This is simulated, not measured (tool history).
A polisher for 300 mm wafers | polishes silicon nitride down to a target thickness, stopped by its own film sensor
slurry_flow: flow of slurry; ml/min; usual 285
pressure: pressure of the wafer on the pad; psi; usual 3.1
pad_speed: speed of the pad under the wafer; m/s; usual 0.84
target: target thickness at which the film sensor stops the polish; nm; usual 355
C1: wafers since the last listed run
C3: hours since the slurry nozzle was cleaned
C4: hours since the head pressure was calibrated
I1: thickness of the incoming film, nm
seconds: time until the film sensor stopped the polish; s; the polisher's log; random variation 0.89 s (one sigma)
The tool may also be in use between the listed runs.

Run 1, hour 0: usual settings but pressure 2.6 psi; C1 0; wafers polished on this pad 471; C3 43.1; C4 899.9; I1 457.6. Result: seconds 103.9 s.
Run 2, hour 20.5: usual settings; C1 272; wafers polished on this pad 743; C3 63.6; C4 920.4; I1 461.2. Result: seconds 88.9 s.
Run 3, hour 38.1: usual settings; C1 233; wafers polished on this pad 977; C3 81.2; C4 938; I1 458.2. Result: seconds 87.8 s.
Run 4, hour 58.8: usual settings; C1 274; wafers polished on this pad 1252; C3 101.9; C4 958.7; I1 458.5. Result: seconds 86.5 s.
Run 5, hour 79.1: usual settings; C1 269; wafers polished on this pad 1521; C3 122.2; C4 979; I1 454.5. Result: seconds 83.4 s.
At hour 100.7: worn pad replaced by a new one.
Run 6, hour 101.2: usual settings; C1 240; wafers polished on this pad 6; C3 144.3; C4 1001.1; I1 458.8. Result: seconds 87.8 s.
Run 7, hour 113: usual settings; C1 156; wafers polished on this pad 162; C3 156.1; C4 1012.9; I1 453.5. Result: seconds 81.8 s.
Run 8, hour 136.6: usual settings but slurry_flow 345 ml/min; C1 313; wafers polished on this pad 476; C3 179.7; C4 1036.5; I1 457.9. Result: seconds 85.4 s.
Run 9, hour 165.6: usual settings; C1 385; wafers polished on this pad 861; C3 208.7; C4 1065.5; I1 455.4. Result: seconds 85.5 s.
Run 10, hour 187.2: usual settings but target 344 nm; C1 286; wafers polished on this pad 1147; C3 230.3; C4 1087.1; I1 460.6. Result: seconds 97.4 s.
Run 11, hour 203: usual settings but target 344 nm; C1 209; wafers polished on this pad 1357; C3 246.1; C4 1102.9; I1 458. Result: seconds 95.1 s.
Run 12, hour 232.8: usual settings; C1 395; wafers polished on this pad 1753; C3 275.9; C4 1132.7; I1 456.6. Result: seconds 86.6 s.
At hour 243.2: worn pad replaced by a new one.
Run 13, hour 262.3: usual settings; C1 338; wafers polished on this pad 253; C3 305.4; C4 1162.2; I1 461. Result: seconds 89.2 s.
Run 14, hour 278.5: usual settings; C1 215; wafers polished on this pad 468; C3 321.6; C4 1178.4; I1 461.7. Result: seconds 90.4 s.
Run 15, hour 304.4: usual settings; C1 343; wafers polished on this pad 812; C3 347.5; C4 1204.3; I1 461.1. Result: seconds 87.5 s.
Run 16, hour 324.3: usual settings; C1 264; wafers polished on this pad 1076; C3 367.4; C4 1224.2; I1 465. Result: seconds 91.1 s.
Run 17, hour 357.2: usual settings but slurry_flow 375 ml/min, target 373 nm; C1 436; wafers polished on this pad 1513; C3 400.3; C4 1257.1; I1 460.8. Result: seconds 74 s.
At hour 374.5: worn pad replaced by a new one.
Run 18, hour 375.8: usual settings but target 391 nm; C1 193; wafers polished on this pad 17; C3 418.9; C4 1275.7; I1 457.9. Result: seconds 56 s.
Run 19, hour 396.2: usual settings but slurry_flow 350 ml/min, pressure 3.5 psi, pad_speed 1.02 m/s, target 374 nm; C1 270; wafers polished on this pad 288; C3 439.3; C4 1296.1; I1 455.1. Result: seconds 53.6 s.
Run 20, hour 427.7: usual settings; C1 418; wafers polished on this pad 706; C3 470.8; C4 1327.6; I1 456.6. Result: seconds 85.5 s.
Run 21, hour 442.4: usual settings but slurry_flow 255 ml/min, pressure 2.5 psi, target 330 nm; C1 195; wafers polished on this pad 901; C3 485.5; C4 1342.3; I1 457. Result: seconds 133.8 s.
At hour 450.1: slurry nozzle cleaned.
At hour 477: head pressure recalibrated.
Run 22, hour 477.5: usual settings but pressure 3.7 psi, pad_speed 0.92 m/s; C1 426; wafers polished on this pad 1327; C3 27.4; C4 0.5; I1 459.6. Result: seconds 71 s.
Run 23, hour 491.7: usual settings but pressure 2.7 psi, target 376 nm; C1 188; wafers polished on this pad 1516; C3 41.6; C4 14.7; I1 460.1. Result: seconds 81.8 s.
Run 24, hour 506.5: usual settings but pressure 2 psi, target 371 nm; C1 196; wafers polished on this pad 1713; C3 56.4; C4 29.5; I1 461.8. Result: seconds 119.3 s.
At hour 525.7: worn pad replaced by a new one.
Run 25, hour 527.1: usual settings; C1 220; wafers polished on this pad 18; C3 77; C4 50.1; I1 465.2. Result: seconds 93.8 s.
Run 26, hour 541: usual settings but slurry_flow 240 ml/min, pressure 2 psi; C1 184; wafers polished on this pad 202; C3 90.9; C4 64; I1 462.9. Result: seconds 143.9 s.
Run 27, hour 569.8: usual settings but slurry_flow 335 ml/min, pressure 2.4 psi, pad_speed 0.66 m/s, target 389 nm; C1 382; wafers polished on this pad 585; C3 119.7; C4 92.8; I1 460.8. Result: seconds 87.4 s.
Run 28, hour 589.9: usual settings but slurry_flow 330 ml/min; C1 266; wafers polished on this pad 851; C3 139.8; C4 112.9; I1 457.2. Result: seconds 86 s.
Run 29, hour 625.3: usual settings but slurry_flow 370 ml/min; C1 470; wafers polished on this pad 1321; C3 175.2; C4 148.3; I1 457.6. Result: seconds 84.2 s.
At hour 644.8: worn pad replaced by a new one.
Run 30, hour 654.7: usual settings but pressure 2 psi, target 371 nm; C1 337; wafers polished on this pad 131; C3 204.6; C4 177.7; I1 465.4. Result: seconds 124.7 s.
Run 31, hour 675.4: usual settings but slurry_flow 330 ml/min, pressure 2.1 psi, pad_speed 0.76 m/s, target 323 nm; C1 274; wafers polished on this pad 405; C3 225.3; C4 198.4; I1 463.8. Result: seconds 184.2 s.

How the hidden state differs across the entries between the runs, from the last listed run before each to the first after it:
Between runs 5 and 6: worn pad replaced by a new one (hour 100.7)
  no hidden state differs between the two runs
Between runs 12 and 13: worn pad replaced by a new one (hour 243.2)
  no hidden state differs between the two runs
Between runs 17 and 18: worn pad replaced by a new one (hour 374.5)
  no hidden state differs between the two runs
Between runs 21 and 22: slurry nozzle cleaned (hour 450.1); head pressure recalibrated (hour 477)
  no hidden state differs between the two runs
Between runs 24 and 25: worn pad replaced by a new one (hour 525.7)
  no hidden state differs between the two runs
Between runs 29 and 30: worn pad replaced by a new one (hour 644.8)
  no hidden state differs between the two runs
